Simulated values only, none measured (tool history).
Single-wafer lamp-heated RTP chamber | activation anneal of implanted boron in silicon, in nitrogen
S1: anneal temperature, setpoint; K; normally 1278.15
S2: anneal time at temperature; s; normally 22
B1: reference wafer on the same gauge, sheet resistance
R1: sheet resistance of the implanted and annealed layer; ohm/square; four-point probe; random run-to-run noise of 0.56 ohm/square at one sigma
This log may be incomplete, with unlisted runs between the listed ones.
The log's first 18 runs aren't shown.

run	hour	S1	S2	B1	R1
19	1090.1	1288.15	27	365.07	369.08
20	1138.8	1305.15	10	365.29	371.67
21	1179.8	1296.15	32	364.87	368.04
22	1235.1	1254.15	18	365.08	377.30
23	1290.7	1256.15	22	364.92	376.64
24	1354.0	1278.15	22	365.00	370.93
25	1416.0	1292.15	31	364.87	366.59
26	1470.9	1288.15	27	365.12	368.81
# hour 1530.1: pyrometer window cleaned and pyrometer calibrated
27	1541.1	1278.15	22	365.03	372.17
28	1605.7	1251.15	33	364.83	376.60
29	1657.4	1251.15	28	364.88	378.65
# hour 1725.3: reflector plate cleaned
30	1727.1	1278.15	22	364.98	371.13
31	1865.9	1278.15	22	365.02	371.45
32	1911.2	1261.15	15	364.82	375.60
33	1982.0	1278.15	12	364.93	372.93
34	2053.6	1287.15	22	364.98	370.29
35	2088.4	1278.15	22	364.97	370.65
36	2138.8	1278.15	22	365.16	370.51
# hour 2151.7: pyrometer window cleaned and pyrometer calibrated
37	2192.8	1265.15	33	365.34	373.85

Forecast each of these 3 alternatives for the next run:
A	2193.2	1278.15	15	?	?
B	2193.2	1290.15	12	?	?
C	2193.2	1295.15	29	?	?

run	B1	R1
A	364.70	374.37
B	364.70	373.40
C	364.70	369.13
Take away the tool's hidden state, keep each run's random variation, and the runs would have read:
run	R1
A	375.09
B	373.83
C	369.59
